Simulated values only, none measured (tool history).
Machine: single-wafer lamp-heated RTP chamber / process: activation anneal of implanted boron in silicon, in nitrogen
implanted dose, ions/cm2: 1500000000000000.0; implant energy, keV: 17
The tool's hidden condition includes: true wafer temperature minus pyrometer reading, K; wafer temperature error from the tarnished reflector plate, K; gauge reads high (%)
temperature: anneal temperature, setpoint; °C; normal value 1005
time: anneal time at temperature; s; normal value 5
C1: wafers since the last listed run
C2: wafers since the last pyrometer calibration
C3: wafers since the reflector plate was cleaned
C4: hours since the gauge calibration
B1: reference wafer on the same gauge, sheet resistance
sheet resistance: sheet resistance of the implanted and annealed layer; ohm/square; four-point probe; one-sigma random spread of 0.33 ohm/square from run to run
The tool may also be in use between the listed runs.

{"run": 1, "hour": 0.0, "temperature": 1005, "time": 4, "C1": 0, "C2": 543, "C3": 5006, "C4": 719.5, "B1": 78.08, "sheet resistance": 94.25}
{"run": 2, "hour": 57.9, "temperature": 1005, "time": 4, "C1": 827, "C2": 1371, "C3": 5834, "C4": 777.4, "B1": 78.1, "sheet resistance": 94.3}
{"run": 3, "hour": 95.5, "temperature": 1005, "time": 7, "C1": 537, "C2": 1909, "C3": 6371, "C4": 815.0, "B1": 78.15, "sheet resistance": 92.19}
{"hour": 123.0, "done": "reflector plate cleaned"}
{"run": 4, "hour": 151.9, "temperature": 994, "time": 5, "C1": 692, "C2": 2601, "C3": 413, "C4": 871.4, "B1": 78.08, "sheet resistance": 98.05}
{"run": 5, "hour": 222.7, "temperature": 994, "time": 5, "C1": 1012, "C2": 3613, "C3": 1425, "C4": 942.2, "B1": 78.08, "sheet resistance": 96.0}
{"run": 6, "hour": 256.4, "temperature": 994, "time": 5, "C1": 481, "C2": 4095, "C3": 1907, "C4": 975.9, "B1": 78.1, "sheet resistance": 95.32}
{"run": 7, "hour": 288.2, "temperature": 1021, "time": 5, "C1": 454, "C2": 4550, "C3": 2362, "C4": 1007.7, "B1": 78.04, "sheet resistance": 86.99}
{"run": 8, "hour": 356.5, "temperature": 1021, "time": 5, "C1": 976, "C2": 5527, "C3": 3338, "C4": 1076.0, "B1": 78.11, "sheet resistance": 86.5}
{"hour": 371.7, "done": "pyrometer window cleaned and pyrometer calibrated"}
{"run": 9, "hour": 421.2, "temperature": 1021, "time": 5, "C1": 810, "C2": 707, "C3": 4149, "C4": 1140.7, "B1": 78.05, "sheet resistance": 88.56}
{"run": 10, "hour": 447.1, "temperature": 1005, "time": 5, "C1": 370, "C2": 1077, "C3": 4519, "C4": 1166.6, "B1": 78.11, "sheet resistance": 93.65}
{"run": 11, "hour": 508.2, "temperature": 1005, "time": 5, "C1": 873, "C2": 1951, "C3": 5393, "C4": 1227.7, "B1": 78.1, "sheet resistance": 93.08}
{"hour": 545.7, "done": "reflector plate cleaned"}
{"run": 12, "hour": 574.5, "temperature": 1005, "time": 5, "C1": 833, "C2": 2784, "C3": 411, "C4": 1294.0, "B1": 78.11, "sheet resistance": 92.54}
{"hour": 628.4, "done": "gauge calibrated"}
{"run": 13, "hour": 632.0, "temperature": 1012, "time": 5, "C1": 822, "C2": 3606, "C3": 1233, "C4": 3.6, "B1": 78.11, "sheet resistance": 90.02}
{"run": 14, "hour": 678.3, "temperature": 1012, "time": 5, "C1": 662, "C2": 4269, "C3": 1896, "C4": 49.9, "B1": 78.13, "sheet resistance": 89.49}
{"run": 15, "hour": 729.9, "temperature": 1012, "time": 5, "C1": 737, "C2": 5006, "C3": 2633, "C4": 101.5, "B1": 78.04, "sheet resistance": 88.7}
{"run": 16, "hour": 759.3, "temperature": 985, "time": 3, "C1": 420, "C2": 5427, "C3": 3054, "C4": 130.9, "B1": 78.11, "sheet resistance": 100.44}
{"hour": 779.1, "done": "pyrometer window cleaned and pyrometer calibrated"}
{"run": 17, "hour": 821.0, "temperature": 985, "time": 3, "C1": 767, "C2": 599, "C3": 3822, "C4": 192.6, "B1": 78.12, "sheet resistance": 107.72}
{"run": 18, "hour": 868.7, "temperature": 1005, "time": 5, "C1": 682, "C2": 1281, "C3": 4504, "C4": 240.3, "B1": 78.04, "sheet resistance": 93.2}
{"run": 19, "hour": 896.2, "temperature": 1005, "time": 5, "C1": 393, "C2": 1674, "C3": 4897, "C4": 267.8, "B1": 78.1, "sheet resistance": 93.63}
{"run": 20, "hour": 932.1, "temperature": 1005, "time": 5, "C1": 513, "C2": 2188, "C3": 5410, "C4": 303.7, "B1": 78.14, "sheet resistance": 92.79}
{"hour": 965.4, "done": "reflector plate cleaned"}
{"run": 21, "hour": 988.4, "temperature": 1018, "time": 5, "C1": 690, "C2": 2878, "C3": 328, "C4": 360.0, "B1": 78.1, "sheet resistance": 88.94}
{"run": 22, "hour": 1024.1, "temperature": 1005, "time": 3, "C1": 510, "C2": 3389, "C3": 839, "C4": 395.7, "B1": 78.13, "sheet resistance": 93.78}
{"run": 23, "hour": 1070.5, "temperature": 1005, "time": 5, "C1": 663, "C2": 4052, "C3": 1502, "C4": 442.1, "B1": 78.1, "sheet resistance": 91.44}
{"run": 24, "hour": 1095.4, "temperature": 1025, "time": 5, "C1": 356, "C2": 4408, "C3": 1858, "C4": 467.0, "B1": 78.11, "sheet resistance": 86.44}
{"run": 25, "hour": 1164.4, "temperature": 1005, "time": 5, "C1": 986, "C2": 5395, "C3": 2845, "C4": 536.0, "B1": 78.1, "sheet resistance": 90.13}
{"hour": 1188.2, "done": "pyrometer window cleaned and pyrometer calibrated"}
{"run": 26, "hour": 1203.5, "temperature": 986, "time": 5, "C1": 444, "C2": 219, "C3": 3290, "C4": 575.1, "B1": 78.09, "sheet resistance": 104.8}
{"run": 27, "hour": 1258.0, "temperature": 1005, "time": 7, "C1": 779, "C2": 998, "C3": 4069, "C4": 629.6, "B1": 78.1, "sheet resistance": 92.18}
{"run": 28, "hour": 1309.9, "temperature": 989, "time": 3, "C1": 742, "C2": 1740, "C3": 4811, "C4": 681.5, "B1": 78.1, "sheet resistance": 103.1}
{"run": 29, "hour": 1361.9, "temperature": 997, "time": 3, "C1": 743, "C2": 2484, "C3": 5554, "C4": 733.5, "B1": 78.09, "sheet resistance": 97.93}
{"run": 30, "hour": 1404.8, "temperature": 984, "time": 8, "C1": 613, "C2": 3097, "C3": 6168, "C4": 776.4, "B1": 78.11, "sheet resistance": 100.69}
{"run": 31, "hour": 1466.8, "temperature": 1005, "time": 6, "C1": 886, "C2": 3984, "C3": 7054, "C4": 838.4, "B1": 78.12, "sheet resistance": 91.0}
{"hour": 1492.4, "done": "reflector plate cleaned"}
{"run": 32, "hour": 1503.3, "temperature": 1025, "time": 3, "C1": 407, "C2": 4391, "C3": 156, "C4": 874.9, "B1": 78.11, "sheet resistance": 86.94}
{"run": 33, "hour": 1542.6, "temperature": 1025, "time": 7, "C1": 561, "C2": 4953, "C3": 718, "C4": 914.2, "B1": 78.1, "sheet resistance": 85.2}
{"hour": 1599.9, "done": "pyrometer window cleaned and pyrometer calibrated"}
{"run": 34, "hour": 1602.9, "temperature": 994, "time": 5, "C1": 747, "C2": 42, "C3": 1465, "C4": 974.5, "B1": 78.14, "sheet resistance": 97.76}
{"run": 35, "hour": 1663.6, "temperature": 1020, "time": 3, "C1": 867, "C2": 910, "C3": 2333, "C4": 1035.2, "B1": 78.1, "sheet resistance": 89.77}
{"run": 36, "hour": 1709.3, "temperature": 1017, "time": 5, "C1": 653, "C2": 1564, "C3": 2987, "C4": 1080.9, "B1": 78.13, "sheet resistance": 89.19}
{"run": 37, "hour": 1774.2, "temperature": 1017, "time": 3, "C1": 928, "C2": 2492, "C3": 3915, "C4": 1145.8, "B1": 78.14, "sheet resistance": 90.41}

Measured result minus the same run's result without the hidden state. Both carry the same run-to-run variation, though not necessarily the same gauge scatter:
run=1 sheet_resistance=-0.07
run=2 sheet_resistance=-0.28
run=3 sheet_resistance=-0.45
run=4 sheet_resistance=-1.38
run=5 sheet_resistance=-2.45
run=6 sheet_resistance=-3.04
run=7 sheet_resistance=-1.62
run=8 sheet_resistance=-2.29
run=9 sheet_resistance=-0.12
run=10 sheet_resistance=-0.27
run=11 sheet_resistance=-0.59
run=12 sheet_resistance=-1.12
run=13 sheet_resistance=-1.39
run=14 sheet_resistance=-1.84
run=15 sheet_resistance=-2.42
run=16 sheet_resistance=-7.31
run=17 sheet_resistance=-0.11
run=18 sheet_resistance=-0.21
run=19 sheet_resistance=-0.36
run=20 sheet_resistance=-0.60
run=21 sheet_resistance=-0.75
run=22 sheet_resistance=-1.60
run=23 sheet_resistance=-2.00
run=24 sheet_resistance=-1.40
run=25 sheet_resistance=-3.26
run=26 sheet_resistance=-0.33
run=27 sheet_resistance=-0.26
run=28 sheet_resistance=-0.99
run=29 sheet_resistance=-1.29
run=30 sheet_resistance=-2.49
run=31 sheet_resistance=-1.89
run=32 sheet_resistance=-1.56
run=33 sheet_resistance=-1.72
run=34 sheet_resistance=-1.24
run=35 sheet_resistance=-0.66
run=36 sheet_resistance=-0.78
run=37 sheet_resistance=-1.19
